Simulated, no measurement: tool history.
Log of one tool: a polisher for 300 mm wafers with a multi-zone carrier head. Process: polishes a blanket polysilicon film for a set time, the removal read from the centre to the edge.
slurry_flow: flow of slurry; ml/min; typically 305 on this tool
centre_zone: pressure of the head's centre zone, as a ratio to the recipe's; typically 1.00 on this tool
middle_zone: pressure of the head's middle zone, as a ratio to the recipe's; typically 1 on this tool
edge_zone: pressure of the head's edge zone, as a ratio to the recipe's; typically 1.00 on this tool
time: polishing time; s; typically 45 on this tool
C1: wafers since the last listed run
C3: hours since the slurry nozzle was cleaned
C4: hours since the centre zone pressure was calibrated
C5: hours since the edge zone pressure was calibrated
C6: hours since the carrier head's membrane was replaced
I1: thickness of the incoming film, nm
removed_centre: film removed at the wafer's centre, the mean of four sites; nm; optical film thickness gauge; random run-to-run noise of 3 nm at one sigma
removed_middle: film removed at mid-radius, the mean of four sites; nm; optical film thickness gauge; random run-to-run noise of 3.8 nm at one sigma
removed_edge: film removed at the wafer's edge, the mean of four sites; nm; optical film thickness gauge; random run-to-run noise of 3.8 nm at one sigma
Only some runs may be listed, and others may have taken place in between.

{"run": 1, "day": 0.0, "slurry_flow": 305, "centre_zone": 1.0, "middle_zone": 1, "edge_zone": 1.0, "time": 45, "C1": 0, "wafers polished on this pad": 477, "C3": 151.1, "C4": 648.9, "C5": 1382.3, "C6": 1303.4, "I1": 1740.7, "removed_centre": 401.5, "removed_middle": 454.4, "removed_edge": 449.4}
{"day": 3.046, "done": "worn pad replaced by a new one"}
{"run": 2, "day": 4.283, "slurry_flow": 305, "centre_zone": 1.0, "middle_zone": 1, "edge_zone": 1.0, "time": 45, "C1": 1480, "wafers polished on this pad": 444, "C3": 253.9, "C4": 751.7, "C5": 1485.1, "C6": 1406.2, "I1": 1746.3, "removed_centre": 397.4, "removed_middle": 441.4, "removed_edge": 450.4}
{"run": 3, "day": 5.038, "slurry_flow": 305, "centre_zone": 1.0, "middle_zone": 1, "edge_zone": 1.0, "time": 45, "C1": 271, "wafers polished on this pad": 715, "C3": 272.0, "C4": 769.8, "C5": 1503.2, "C6": 1424.3, "I1": 1736.4, "removed_centre": 403.1, "removed_middle": 446.8, "removed_edge": 449.3}
{"run": 4, "day": 5.612, "slurry_flow": 305, "centre_zone": 1.0, "middle_zone": 1, "edge_zone": 1.0, "time": 45, "C1": 206, "wafers polished on this pad": 922, "C3": 285.8, "C4": 783.6, "C5": 1517.0, "C6": 1438.1, "I1": 1704.7, "removed_centre": 397.1, "removed_middle": 446.8, "removed_edge": 449.3}
{"run": 5, "day": 6.679, "slurry_flow": 305, "centre_zone": 1.0, "middle_zone": 1, "edge_zone": 1.0, "time": 45, "C1": 383, "wafers polished on this pad": 1306, "C3": 311.4, "C4": 809.2, "C5": 1542.6, "C6": 1463.7, "I1": 1705.8, "removed_centre": 393.8, "removed_middle": 441.7, "removed_edge": 449.5}
{"day": 6.908, "done": "worn pad replaced by a new one"}
{"run": 6, "day": 8.071, "slurry_flow": 305, "centre_zone": 1.0, "middle_zone": 1, "edge_zone": 0.96, "time": 45, "C1": 440, "wafers polished on this pad": 417, "C3": 344.8, "C4": 842.6, "C5": 1576.0, "C6": 1497.1, "I1": 1750.1, "removed_centre": 397.3, "removed_middle": 447.1, "removed_edge": 441.2}
{"run": 7, "day": 9.446, "slurry_flow": 305, "centre_zone": 1.0, "middle_zone": 1, "edge_zone": 0.96, "time": 45, "C1": 494, "wafers polished on this pad": 912, "C3": 377.8, "C4": 875.6, "C5": 1609.0, "C6": 1530.1, "I1": 1716.3, "removed_centre": 393.7, "removed_middle": 451.4, "removed_edge": 441.7}
{"day": 10.025, "done": "carrier head's membrane replaced by a new one"}
{"day": 11.012, "done": "worn pad replaced by a new one"}
{"day": 11.471, "done": "slurry nozzle cleaned"}
{"day": 12.162, "done": "edge zone pressure recalibrated"}
{"run": 8, "day": 13.238, "slurry_flow": 305, "centre_zone": 0.94, "middle_zone": 1, "edge_zone": 0.9, "time": 45, "C1": 1183, "wafers polished on this pad": 754, "C3": 42.4, "C4": 966.6, "C5": 25.8, "C6": 77.1, "I1": 1711.0, "removed_centre": 368.5, "removed_middle": 447.0, "removed_edge": 441.0}
{"run": 9, "day": 13.775, "slurry_flow": 210, "centre_zone": 1.04, "middle_zone": 1, "edge_zone": 1.0, "time": 45, "C1": 193, "wafers polished on this pad": 948, "C3": 55.3, "C4": 979.5, "C5": 38.7, "C6": 90.0, "I1": 1701.8, "removed_centre": 382.9, "removed_middle": 425.9, "removed_edge": 435.6}
{"run": 10, "day": 14.512, "slurry_flow": 305, "centre_zone": 1.0, "middle_zone": 1, "edge_zone": 1.0, "time": 56, "C1": 265, "wafers polished on this pad": 1213, "C3": 73.0, "C4": 997.2, "C5": 56.4, "C6": 107.7, "I1": 1720.6, "removed_centre": 482.5, "removed_middle": 555.0, "removed_edge": 554.9}

Forecast run 11:
{"day": 15.425, "done": "centre zone pressure recalibrated"}
{"day": 15.483, "done": "worn pad replaced by a new one"}
{"run": 11, "day": 15.862, "slurry_flow": 305, "centre_zone": 1.0, "middle_zone": 1, "edge_zone": 1.0, "time": 45, "C1": 434, "wafers polished on this pad": 136, "C3": 105.4, "C4": 10.5, "C5": 88.8, "C6": 140.1, "I1": 1737.0, "removed_centre": "?", "removed_middle": "?", "removed_edge": "?"}

removed_centre: 461.1 nm
removed_middle: 446.3 nm
removed_edge: 451.6 nm
Without the tool's hidden state the same run would have given removed_centre 445.8 nm, removed_middle 446.3 nm, removed_edge 451.6 nm.
